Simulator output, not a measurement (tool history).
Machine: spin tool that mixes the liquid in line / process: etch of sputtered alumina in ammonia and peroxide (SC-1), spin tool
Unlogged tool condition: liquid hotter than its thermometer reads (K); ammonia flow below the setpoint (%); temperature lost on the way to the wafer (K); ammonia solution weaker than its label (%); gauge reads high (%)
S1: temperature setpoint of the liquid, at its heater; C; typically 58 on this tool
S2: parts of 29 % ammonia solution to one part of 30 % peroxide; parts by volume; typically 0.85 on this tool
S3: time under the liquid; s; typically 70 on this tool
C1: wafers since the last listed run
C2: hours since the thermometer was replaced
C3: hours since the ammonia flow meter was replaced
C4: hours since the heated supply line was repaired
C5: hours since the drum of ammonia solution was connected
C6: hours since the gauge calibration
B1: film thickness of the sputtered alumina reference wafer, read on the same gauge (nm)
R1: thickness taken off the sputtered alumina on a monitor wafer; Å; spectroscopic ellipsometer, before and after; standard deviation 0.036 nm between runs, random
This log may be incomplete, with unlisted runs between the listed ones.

Run 1, hour 0: usual settings but S3 55 s; C1 0; C2 1337.7; C3 972.6; C4 1653; C5 694.3; C6 375; B1 130.02. Result: R1 29.27 Å.
Run 2, hour 67: usual settings but S3 55 s; C1 967; C2 1404.7; C3 1039.6; C4 1720; C5 761.3; C6 442; B1 129.993. Result: R1 29.04 Å.
Run 3, hour 106.1: usual settings; C1 564; C2 1443.8; C3 1078.7; C4 1759.1; C5 800.4; C6 481.1; B1 129.963. Result: R1 36.49 Å.
Run 4, hour 151.4: usual settings; C1 653; C2 1489.1; C3 1124; C4 1804.4; C5 845.7; C6 526.4; B1 130.023. Result: R1 36.65 Å.
Run 5, hour 215.5: usual settings but S1 63 C, S2 0.6 parts by volume; C1 925; C2 1553.2; C3 1188.1; C4 1868.5; C5 909.8; C6 590.5; B1 129.981. Result: R1 45.64 Å.
Run 6, hour 264.9: usual settings but S1 63 C, S2 0.6 parts by volume; C1 713; C2 1602.6; C3 1237.5; C4 1917.9; C5 959.2; C6 639.9; B1 130.005. Result: R1 45.81 Å.
Run 7, hour 331.7: usual settings but S1 63 C, S2 0.6 parts by volume; C1 964; C2 1669.4; C3 1304.3; C4 1984.7; C5 1026; C6 706.7; B1 129.985. Result: R1 45.6 Å.
Run 8, hour 367.5: usual settings but S3 90 s; C1 516; C2 1705.2; C3 1340.1; C4 2020.5; C5 1061.8; C6 742.5; B1 130. Result: R1 46.5 Å.
Run 9, hour 396.3: usual settings; C1 415; C2 1734; C3 1368.9; C4 2049.3; C5 1090.6; C6 771.3; B1 130.003. Result: R1 36.15 Å.
At hour 406.8: gauge calibrated.
At hour 410: ammonia flow meter replaced.
At hour 412.6: new drum of ammonia solution connected.
Run 10, hour 420.6: usual settings; C1 321; C2 1758.3; C3 10.6; C4 2073.6; C5 8; C6 13.8; B1 129.977. Result: R1 36.61 Å.
At hour 470.5: heated supply line repaired.
Run 11, hour 478.6: usual settings; C1 822; C2 1816.3; C3 68.6; C4 8.1; C5 66; C6 71.8; B1 129.992. Result: R1 33.73 Å.
Run 12, hour 535.5: usual settings but S1 64.5 C, S2 1.15 parts by volume, S3 85 s; C1 821; C2 1873.2; C3 125.5; C4 65; C5 122.9; C6 128.7; B1 129.962. Result: R1 58.99 Å.
Run 13, hour 569.8: usual settings but S1 67.5 C; C1 495; C2 1907.5; C3 159.8; C4 99.3; C5 157.2; C6 163; B1 130.002. Result: R1 54.59 Å.
At hour 581.2: heated supply line repaired, repeated, since the last time left the tool worse.
At hour 612: thermometer replaced.
Run 14, hour 618.2: usual settings but S1 67.5 C; C1 669; C2 6.2; C3 208.2; C4 37; C5 205.6; C6 211.4; B1 130.002. Result: R1 67.99 Å.
Run 15, hour 661.2: usual settings but S1 55 C, S3 55 s; C1 620; C2 49.2; C3 251.2; C4 80; C5 248.6; C6 254.4; B1 130.018. Result: R1 27.47 Å.
Run 16, hour 702.7: usual settings but S2 1.15 parts by volume, S3 40 s; C1 599; C2 90.7; C3 292.7; C4 121.5; C5 290.1; C6 295.9; B1 129.99. Result: R1 24.22 Å.
Run 17, hour 753.6: usual settings but S3 105 s; C1 734; C2 141.6; C3 343.6; C4 172.4; C5 341; C6 346.8; B1 129.996. Result: R1 61.63 Å.
Run 18, hour 782.7: usual settings; C1 420; C2 170.7; C3 372.7; C4 201.5; C5 370.1; C6 375.9; B1 129.968. Result: R1 40.47 Å.
Run 19, hour 840.6: usual settings but S3 95 s; C1 835; C2 228.6; C3 430.6; C4 259.4; C5 428; C6 433.8; B1 130.036. Result: R1 55.68 Å.
Run 20, hour 911.2: usual settings but S2 0.7 parts by volume, S3 50 s; C1 1019; C2 299.2; C3 501.2; C4 330; C5 498.6; C6 504.4; B1 129.992. Result: R1 28.87 Å.

Here are 3 independent what-if runs from the current tool condition. What would each one return?
Run A, hour 911.6: usual settings; C1 5; C2 299.6; C3 501.6; C4 330.4; C5 499; C6 504.8; B1 ?. Result: R1 ?.
Run B, hour 911.6: usual settings but S2 1.1 parts by volume, S3 40 s; C1 5; C2 299.6; C3 501.6; C4 330.4; C5 499; C6 504.8; B1 ?. Result: R1 ?.
Run C, hour 911.6: usual settings but S1 67 C, S2 0.7 parts by volume, S3 50 s; C1 5; C2 299.6; C3 501.6; C4 330.4; C5 499; C6 504.8; B1 ?. Result: R1 ?.

run       B1     R1
  A  130.017  40.47
  B  130.017   23.7
  C  130.017  44.76
Without the tool's unlogged condition, the same runs would have read:
run     R1
  A  41.32
  B   24.2
  C  45.64
